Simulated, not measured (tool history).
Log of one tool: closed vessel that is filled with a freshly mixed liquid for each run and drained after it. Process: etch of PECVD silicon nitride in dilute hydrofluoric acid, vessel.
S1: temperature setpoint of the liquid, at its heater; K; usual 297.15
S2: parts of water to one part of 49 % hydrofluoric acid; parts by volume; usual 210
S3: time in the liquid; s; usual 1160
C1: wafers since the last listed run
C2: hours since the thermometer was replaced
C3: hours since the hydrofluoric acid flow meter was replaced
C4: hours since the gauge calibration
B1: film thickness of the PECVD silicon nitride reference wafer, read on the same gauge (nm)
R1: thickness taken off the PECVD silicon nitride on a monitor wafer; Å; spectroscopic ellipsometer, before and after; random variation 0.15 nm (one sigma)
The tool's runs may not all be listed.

Run 1, day 0.000: usual settings but S1 299.15 K; C1 0; C2 1064.2; C3 763.9; C4 2002.2; B1 89.98. Result: R1 211.4 Å.
Run 2, day 1.842: usual settings but S1 296.15 K, S3 820 s; C1 2801; C2 1108.4; C3 808.1; C4 2046.4; B1 89.99. Result: R1 125.0 Å.
At day 3.654: hydrofluoric acid flow meter replaced.
Run 3, day 3.917: usual settings but S1 296.15 K, S3 820 s; C1 3093; C2 1158.2; C3 6.3; C4 2096.2; B1 89.97. Result: R1 124.3 Å.
Run 4, day 6.075: usual settings but S1 296.15 K, S3 820 s; C1 3283; C2 1210.0; C3 58.1; C4 2148.0; B1 89.98. Result: R1 122.6 Å.
Run 5, day 8.812: usual settings; C1 4164; C2 1275.7; C3 123.8; C4 2213.7; B1 89.96. Result: R1 187.1 Å.
Run 6, day 10.404: usual settings; C1 2421; C2 1313.9; C3 162.0; C4 2251.9; B1 90.00. Result: R1 190.5 Å.
Run 7, day 11.458: usual settings; C1 1603; C2 1339.2; C3 187.3; C4 2277.2; B1 90.05. Result: R1 188.6 Å.
Run 8, day 13.321: usual settings; C1 2833; C2 1383.9; C3 232.0; C4 2321.9; B1 89.99. Result: R1 187.3 Å.
Run 9, day 16.292: usual settings; C1 4519; C2 1455.2; C3 303.3; C4 2393.2; B1 89.98. Result: R1 190.0 Å.
Run 10, day 18.792: usual settings but S2 230 parts by volume; C1 3802; C2 1515.2; C3 363.3; C4 2453.2; B1 89.99. Result: R1 172.8 Å.
At day 20.058: gauge calibrated.
Run 11, day 20.200: usual settings; C1 2142; C2 1549.0; C3 397.1; C4 3.4; B1 90.00. Result: R1 188.3 Å.
Run 12, day 21.762: usual settings but S1 293.15 K; C1 2376; C2 1586.5; C3 434.6; C4 40.9; B1 89.97. Result: R1 146.4 Å.
Run 13, day 23.338: usual settings but S2 290 parts by volume, S3 1640 s; C1 2395; C2 1624.3; C3 472.4; C4 78.7; B1 89.97. Result: R1 196.9 Å.
Run 14, day 26.254: usual settings; C1 4436; C2 1694.3; C3 542.4; C4 148.7; B1 90.02. Result: R1 192.8 Å.
Run 15, day 27.696: usual settings but S1 294.65 K, S3 890 s; C1 2193; C2 1728.9; C3 577.0; C4 183.3; B1 89.94. Result: R1 127.1 Å.
Run 16, day 30.346: usual settings; C1 4031; C2 1792.5; C3 640.6; C4 246.9; B1 89.96. Result: R1 191.2 Å.
At day 33.721: hydrofluoric acid flow meter replaced.
At day 34.196: thermometer replaced.
Run 17, day 36.883: usual settings but S1 301.65 K, S2 285 parts by volume; C1 9817; C2 64.5; C3 75.9; C4 403.8; B1 89.99. Result: R1 174.5 Å.
Run 18, day 38.038: usual settings but S1 300.65 K, S2 125 parts by volume, S3 840 s; C1 1755; C2 92.2; C3 103.6; C4 431.5; B1 89.99. Result: R1 271.7 Å.
Run 19, day 40.450: usual settings but S3 1340 s; C1 3669; C2 150.1; C3 161.5; C4 489.4; B1 90.06. Result: R1 209.4 Å.
Run 20, day 42.629: usual settings but S1 301.65 K, S2 115 parts by volume, S3 1605 s; C1 3314; C2 202.4; C3 213.8; C4 541.7; B1 89.99. Result: R1 605.2 Å.
Run 21, day 45.146: usual settings but S1 302.15 K, S3 630 s; C1 3828; C2 262.8; C3 274.2; C4 602.1; B1 90.01. Result: R1 132.1 Å.
Run 22, day 46.408: usual settings but S1 301.15 K, S2 120 parts by volume, S3 525 s; C1 1920; C2 293.1; C3 304.5; C4 632.4; B1 90.03. Result: R1 187.6 Å.
Run 23, day 47.792: usual settings but S1 299.15 K; C1 2104; C2 326.3; C3 337.7; C4 665.6; B1 89.99. Result: R1 206.6 Å.
Run 24, day 50.371: usual settings but S2 310 parts by volume; C1 3923; C2 388.2; C3 399.6; C4 727.5; B1 90.00. Result: R1 123.0 Å.
Run 25, day 53.325: usual settings but S1 301.65 K, S2 115 parts by volume, S3 1605 s; C1 4493; C2 459.1; C3 470.5; C4 798.4; B1 89.99. Result: R1 609.7 Å.
Run 26, day 56.142: usual settings but S2 115 parts by volume, S3 600 s; C1 4284; C2 526.7; C3 538.1; C4 866.0; B1 89.96. Result: R1 170.5 Å.
Run 27, day 58.483: usual settings but S2 230 parts by volume; C1 3562; C2 582.9; C3 594.3; C4 922.2; B1 89.99. Result: R1 167.3 Å.
Run 28, day 59.854: usual settings but S1 299.65 K, S3 605 s; C1 2085; C2 615.8; C3 627.2; C4 955.1; B1 90.00. Result: R1 110.4 Å.
Run 29, day 61.700: usual settings but S3 1340 s; C1 2807; C2 660.1; C3 671.5; C4 999.4; B1 89.98. Result: R1 211.8 Å.
At day 62.654: hydrofluoric acid flow meter replaced.
Run 30, day 63.562: usual settings but S1 299.15 K, S3 890 s; C1 2769; C2 704.8; C3 21.8; C4 1044.1; B1 89.98. Result: R1 159.7 Å.
Run 31, day 65.079: usual settings but S1 302.15 K, S2 130 parts by volume, S3 1545 s; C1 2307; C2 741.2; C3 58.2; C4 1080.5; B1 89.95. Result: R1 537.8 Å.

Hidden state or all else? Some run-to-run changes of R1, split into what the settings, what came in and random variation would give without the hidden state, and what is left for the hidden state (with any gauge scatter that isn't in both results):
The hidden state here: liquid hotter than its thermometer reads (K); hydrofluoric acid flow below the setpoint (%); gauge reads high (%).
Run 16 -> 17: S1 297.15 -> 301.65, S2 210 -> 285, hydrofluoric acid flow meter replaced, thermometer replaced. R1 -16.7 Å: hidden state -12.5, all else -4.2.
Run 20 -> 21: S1 301.65 -> 302.15, S2 115 -> 210, S3 1605 -> 630. R1 -473.1 Å: hidden state -3.8, all else -469.3.
Run 24 -> 25: S1 297.15 -> 301.65, S2 310 -> 115, S3 1160 -> 1605. R1 +486.7 Å: hidden state +9.1, all else +477.6.
Run 25 -> 26: S1 301.65 -> 297.15, S3 1605 -> 600. R1 -439.2 Å: hidden state -7.4, all else -431.8.
Run 30 -> 31: S1 299.15 -> 302.15, S2 210 -> 130, S3 890 -> 1545. R1 +378.1 Å: hidden state +10.8, all else +367.3.
